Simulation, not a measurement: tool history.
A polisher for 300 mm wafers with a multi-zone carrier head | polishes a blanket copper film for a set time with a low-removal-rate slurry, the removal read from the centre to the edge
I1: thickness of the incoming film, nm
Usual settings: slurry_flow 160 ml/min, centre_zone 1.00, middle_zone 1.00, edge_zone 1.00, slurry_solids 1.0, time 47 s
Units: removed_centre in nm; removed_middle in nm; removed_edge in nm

Run 1, hour 0.0: usual settings but slurry_solids 0.9; I1 1056.9. Result: removed_centre 101.3 nm, removed_middle 106.7 nm, removed_edge 102.4 nm.
Run 2, hour 6.2: usual settings but slurry_solids 0.9; I1 1048.8. Result: removed_centre 101.7 nm, removed_middle 105.2 nm, removed_edge 100.7 nm.
Run 3, hour 14.9: usual settings but slurry_solids 0.9; I1 1060.0. Result: removed_centre 100.8 nm, removed_middle 106.7 nm, removed_edge 100.5 nm.
Run 4, hour 28.5: usual settings but edge_zone 0.94, slurry_solids 0.9; I1 1025.9. Result: removed_centre 104.5 nm, removed_middle 108.2 nm, removed_edge 97.9 nm.
Run 5, hour 40.8: usual settings but edge_zone 0.94, slurry_solids 0.9; I1 1034.7. Result: removed_centre 100.2 nm, removed_middle 105.5 nm, removed_edge 100.3 nm.
Run 6, hour 52.5: usual settings but edge_zone 0.94, slurry_solids 0.9; I1 1035.9. Result: removed_centre 101.5 nm, removed_middle 107.0 nm, removed_edge 99.6 nm.
Run 7, hour 66.4: usual settings; I1 1034.8. Result: removed_centre 105.6 nm, removed_middle 110.5 nm, removed_edge 105.4 nm.
Run 8, hour 76.7: usual settings but slurry_flow 190 ml/min; I1 1037.7. Result: removed_centre 106.6 nm, removed_middle 112.0 nm, removed_edge 107.9 nm.
Run 9, hour 87.1: usual settings but slurry_flow 115 ml/min, centre_zone 0.89, slurry_solids 0.8, time 34 s; I1 1041.5. Result: removed_centre 60.4 nm, removed_middle 68.4 nm, removed_edge 65.7 nm.
Run 10, hour 100.4: usual settings but slurry_flow 190 ml/min; I1 1038.6. Result: removed_centre 107.9 nm, removed_middle 114.2 nm, removed_edge 107.5 nm.
Run 11, hour 111.5: usual settings but edge_zone 1.10, time 31 s; I1 1037.2. Result: removed_centre 71.2 nm, removed_middle 73.0 nm, removed_edge 73.5 nm.
Run 12, hour 123.6: usual settings; I1 1032.5. Result: removed_centre 104.9 nm, removed_middle 109.8 nm, removed_edge 105.3 nm.
Run 13, hour 131.1: usual settings but slurry_flow 110 ml/min, edge_zone 1.07, time 31 s; I1 1054.7. Result: removed_centre 64.9 nm, removed_middle 66.4 nm, removed_edge 67.9 nm.
Run 14, hour 146.9: usual settings but slurry_flow 195 ml/min, middle_zone 0.95, time 54 s; I1 1036.9. Result: removed_centre 124.5 nm, removed_middle 126.0 nm, removed_edge 125.1 nm.
Run 15, hour 155.6: usual settings but centre_zone 0.94; I1 1022.0. Result: removed_centre 102.2 nm, removed_middle 110.7 nm, removed_edge 102.0 nm.
Run 16, hour 171.2: usual settings; I1 1043.1. Result: removed_centre 103.4 nm, removed_middle 108.4 nm, removed_edge 105.4 nm.

Taken out of this log: 6 entries between the listed runs. Where each belongs, and how the hidden state differs across it:
Between runs 1 and 2: worn pad replaced by a new one (hour 4.5)
  no hidden state differs between the two runs
Between runs 7 and 8: centre zone pressure recalibrated (hour 72.4)
  no hidden state differs between the two runs
Between runs 10 and 11: edge zone pressure recalibrated (hour 102.5); worn pad replaced by a new one (hour 109.0)
  no hidden state differs between the two runs
Between runs 11 and 12: slurry nozzle cleaned (hour 115.5)
  no hidden state differs between the two runs
Between runs 12 and 13: carrier head's membrane replaced by a new one (hour 130.6)
  no hidden state differs between the two runs
